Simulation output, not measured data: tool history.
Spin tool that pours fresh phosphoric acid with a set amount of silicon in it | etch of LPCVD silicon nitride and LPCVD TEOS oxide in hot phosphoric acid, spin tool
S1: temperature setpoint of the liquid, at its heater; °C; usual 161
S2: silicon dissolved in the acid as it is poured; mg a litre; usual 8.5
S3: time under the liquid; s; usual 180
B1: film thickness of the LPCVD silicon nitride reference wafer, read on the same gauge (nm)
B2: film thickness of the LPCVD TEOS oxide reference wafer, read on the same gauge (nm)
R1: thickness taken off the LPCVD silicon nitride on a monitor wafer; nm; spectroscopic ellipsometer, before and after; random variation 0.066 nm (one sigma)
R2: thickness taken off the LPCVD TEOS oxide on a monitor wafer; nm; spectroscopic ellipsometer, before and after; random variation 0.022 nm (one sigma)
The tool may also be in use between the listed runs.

run	hour	S1	S2	S3	B1	B2	R1	R2
1	0	161	8.5	105	70.02	49.972	7.35	0.211
# hour 5.7: heated supply line repaired
2	10.7	161	8.5	265	70.02	49.978	21.77	0.704
3	19.8	161	8.5	265	69.96	49.981	21.82	0.744
4	57.8	161	8.5	265	69.99	50.007	21.86	0.698
# hour 78.2: dissolved silicon flow meter replaced
5	78.7	158	4	180	70	50.016	13.37	0.41
6	90.4	161	8.5	180	70.03	49.981	14.73	0.472
7	103.8	163.5	3	250	70.04	50.013	22.16	0.885
# hour 110.5: thermometer replaced
8	114.9	161	15	75	69.99	49.981	6.73	0.205
9	125.2	161	8.5	180	69.99	50.016	16.05	0.569
10	139	164	15.5	215	70	49.973	21.17	0.662
11	150	161	8.5	180	69.97	49.999	15.96	0.576
12	160.8	163	4	180	70	49.976	17.01	0.726
# hour 169.2: gauge calibrated
13	169.8	164	4.5	180	70.02	49.989	17.72	0.821
14	181	161	8.5	230	70.02	50.025	20.48	0.707
15	187.2	161	8.5	180	70.01	49.99	16.04	0.57
16	204.5	160	8.5	230	69.99	49.956	19.76	0.68
17	210.6	163.5	8.5	220	69.97	50.014	21.15	0.834
18	225.5	161	13.5	145	70.02	50.042	12.92	0.383
19	233.1	162	3.5	130	70.01	50.008	11.84	0.481
20	247.2	162	11.5	210	69.98	50.014	19.2	0.68
21	258.4	161	8.5	180	70.01	50.012	15.95	0.573
22	265.6	159	8.5	120	69.97	49.99	9.91	0.326
23	298.9	161	8.5	180	69.95	50.004	15.78	0.547

Forecast each of these 3 alternatives for the next run:
A	299.4	161	5.5	180	?	?	?	?
B	299.4	161	3	180	?	?	?	?
C	299.4	158	8.5	220	?	?	?	?

run	B1	B2	R1	R2
A	70.02	49.995	15.83	0.572
B	70.02	49.995	15.83	0.601
C	70.02	49.995	17.49	0.525
Without the tool's hidden state the same runs would have given:
run	R1	R2
A	16.27	0.608
B	16.27	0.638
C	17.98	0.558
